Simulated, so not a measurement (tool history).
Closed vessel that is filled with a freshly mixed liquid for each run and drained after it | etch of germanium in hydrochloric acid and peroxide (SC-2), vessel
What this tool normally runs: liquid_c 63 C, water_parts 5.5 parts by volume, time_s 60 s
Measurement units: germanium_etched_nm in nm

run	day	liquid_c	water_parts	time_s	read-back film thickness of the germanium reference wafer, read on the same gauge (nm)	germanium_etched_nm
1	0	63	7.5	60	120.03	208.06
2	0.421	63	7.5	60	119.97	208.61
3	0.733	63	7.5	60	119.98	209.14
# day 0.758: gauge calibrated
4	1.45	63	5.5	60	120.03	212.89
5	2.129	63	5.5	60	120.03	213.21
6	2.633	63	5.5	60	119.99	214.26
7	2.892	63	5.5	60	120.02	213
8	3.325	63	5.5	50	119.99	176.99
# day 3.45: chemicals flow meter replaced
9	3.633	63	4	60	119.98	215.98
10	3.892	65.5	4.5	85	119.98	327.06
11	4.167	68	5.5	60	120.01	246.18
12	4.442	63	7.5	60	119.96	208.69
13	4.838	71.5	8.5	85	119.98	373.67
14	5.271	63	5.5	70	119.98	250.29
# day 5.442: thermometer replaced
# day 5.954: gauge calibrated
# day 6.275: new drum of peroxide connected
15	6.85	63	5.5	90	119.99	298.41
16	7.6	68	4	85	120.03	329.3
17	8.075	63	7.5	60	119.98	196.08
18	8.617	65.5	4.5	85	119.99	306.3
19	10.271	63	5.5	60	120.02	200.04

Each row is a separate what-if for the run after 19, all from the same tool condition, not one after another. Results?
A	10.3	63	4.5	60	?	?
B	10.3	63	5.5	30	?	?
C	10.3	66.5	5.5	60	?	?

run	read-back film thickness of the germanium reference wafer, read on the same gauge (nm)	germanium_etched_nm
A	120.01	201.03
B	120.01	99.82
C	120.01	221.04
Without the tool's unlogged condition, the same runs would have read:
run	germanium_etched_nm
A	198.84
B	98.74
C	218.7
